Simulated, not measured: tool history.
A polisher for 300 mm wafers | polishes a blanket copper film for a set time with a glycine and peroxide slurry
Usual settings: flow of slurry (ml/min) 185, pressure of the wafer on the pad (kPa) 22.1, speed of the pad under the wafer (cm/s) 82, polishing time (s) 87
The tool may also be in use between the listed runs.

| run | day | flow of slurry (ml/min) | pressure of the wafer on the pad (kPa) | speed of the pad under the wafer (cm/s) | polishing time (s) | incoming thickness of the incoming film, nm | film removed (angstrom) |
|---|---|---|---|---|---|---|---|
| 1 | 0 | 185 | 22.1 | 96 | 87 | 1377.2 | 5187 |
|  | 0.542 | worn pad replaced by a new one |
| 2 | 4.45 | 185 | 22.1 | 96 | 87 | 1359.9 | 5488 |
| 3 | 7.658 | 185 | 22.1 | 82 | 87 | 1364.8 | 4622 |
| 4 | 9.962 | 185 | 22.1 | 82 | 87 | 1376.8 | 4745 |
| 5 | 13.092 | 145 | 22.1 | 82 | 87 | 1387.1 | 4498 |
| 6 | 17.204 | 145 | 22.1 | 82 | 87 | 1400 | 4290 |
| 7 | 20.129 | 185 | 18.6 | 82 | 87 | 1374.6 | 3957 |
| 8 | 23.342 | 185 | 18.6 | 82 | 87 | 1394.7 | 3870 |
| 9 | 25.654 | 220 | 22.1 | 82 | 65 | 1379.9 | 3443 |
|  | 27.438 | worn pad replaced by a new one |
| 10 | 33.683 | 220 | 22.1 | 82 | 65 | 1365.3 | 3262 |
|  | 36.067 | slurry nozzle cleaned |
| 11 | 37.062 | 185 | 22.1 | 82 | 87 | 1372.3 | 4149 |
| 12 | 39.596 | 185 | 22.1 | 82 | 87 | 1384 | 4194 |
| 13 | 42.712 | 185 | 22.1 | 74 | 87 | 1380.5 | 3753 |
|  | 43.758 | head pressure recalibrated |
| 14 | 44.858 | 185 | 22.1 | 74 | 87 | 1393.8 | 3843 |
| 15 | 48.508 | 185 | 22.1 | 74 | 87 | 1367.8 | 3758 |
|  | 49.029 | worn pad replaced by a new one, repeated, since the last time left the tool worse |
| 16 | 50.571 | 185 | 20.7 | 82 | 87 | 1402.5 | 4430 |
| 17 | 52.95 | 185 | 22.1 | 82 | 87 | 1381.7 | 4891 |
| 18 | 54.479 | 225 | 22.1 | 82 | 97 | 1386.3 | 5365 |
| 19 | 57.612 | 145 | 18.6 | 60 | 87 | 1379.9 | 3123 |
| 20 | 60.754 | 185 | 24.8 | 82 | 87 | 1371.2 | 5347 |
| 21 | 64.204 | 185 | 22.1 | 82 | 96 | 1388.3 | 5140 |
| 22 | 68.65 | 185 | 22.1 | 82 | 79 | 1380.1 | 4204 |
|  | 69.654 | worn pad replaced by a new one |
| 23 | 71.642 | 210 | 27.6 | 60 | 87 | 1376.4 | 4447 |
|  | 73.475 | slurry nozzle cleaned |
| 24 | 74.692 | 185 | 22.1 | 82 | 87 | 1371.1 | 4775 |
| 25 | 78.038 | 145 | 29.6 | 96 | 61 | 1403.7 | 4650 |
| 26 | 81.742 | 135 | 17.2 | 82 | 87 | 1359.5 | 3558 |
| 27 | 84.038 | 205 | 22.1 | 54 | 87 | 1380.6 | 3440 |
| 28 | 86.483 | 185 | 15.2 | 62 | 87 | 1382.6 | 2767 |
| 29 | 89.788 | 150 | 26.9 | 58 | 87 | 1376.6 | 3903 |
| 30 | 91.742 | 185 | 22.1 | 110 | 78 | 1351.5 | 5231 |
|  | 94.229 | head pressure recalibrated |
|  | 95.975 | worn pad replaced by a new one |
| 31 | 96.05 | 145 | 16.5 | 94 | 79 | 1377.4 | 3691 |
| 32 | 99.55 | 210 | 24.8 | 74 | 106 | 1383.6 | 5819 |
| 33 | 102.475 | 185 | 20.7 | 82 | 87 | 1399.5 | 4469 |
| 34 | 106.721 | 185 | 22.1 | 82 | 87 | 1372.7 | 4677 |
| 35 | 108.979 | 135 | 15.2 | 70 | 99 | 1377.7 | 3342 |
|  | 112.358 | slurry nozzle cleaned |
| 36 | 112.833 | 185 | 22.1 | 82 | 87 | 1375.9 | 4654 |
| 37 | 114.967 | 185 | 16.5 | 82 | 87 | 1388.4 | 3698 |

4 ways to go on from here, each from the tool as it stands after run 37. What would each give?
| A | 114.983 | 165 | 22.1 | 82 | 87 | 1388.2 | ? |
| B | 114.983 | 240 | 24.1 | 82 | 69 | 1388.2 | ? |
| C | 114.983 | 185 | 26.2 | 82 | 59 | 1388.2 | ? |
| D | 114.983 | 155 | 18.6 | 82 | 79 | 1388.2 | ? |

| run | film removed (angstrom) |
|---|---|
| A | 4524 |
| B | 4046 |
| C | 3593 |
| D | 3552 |
Without the tool's hidden state the same runs would have given:
| run | film removed (angstrom) |
|---|---|
| A | 4729 |
| B | 4230 |
| C | 3756 |
| D | 3713 |

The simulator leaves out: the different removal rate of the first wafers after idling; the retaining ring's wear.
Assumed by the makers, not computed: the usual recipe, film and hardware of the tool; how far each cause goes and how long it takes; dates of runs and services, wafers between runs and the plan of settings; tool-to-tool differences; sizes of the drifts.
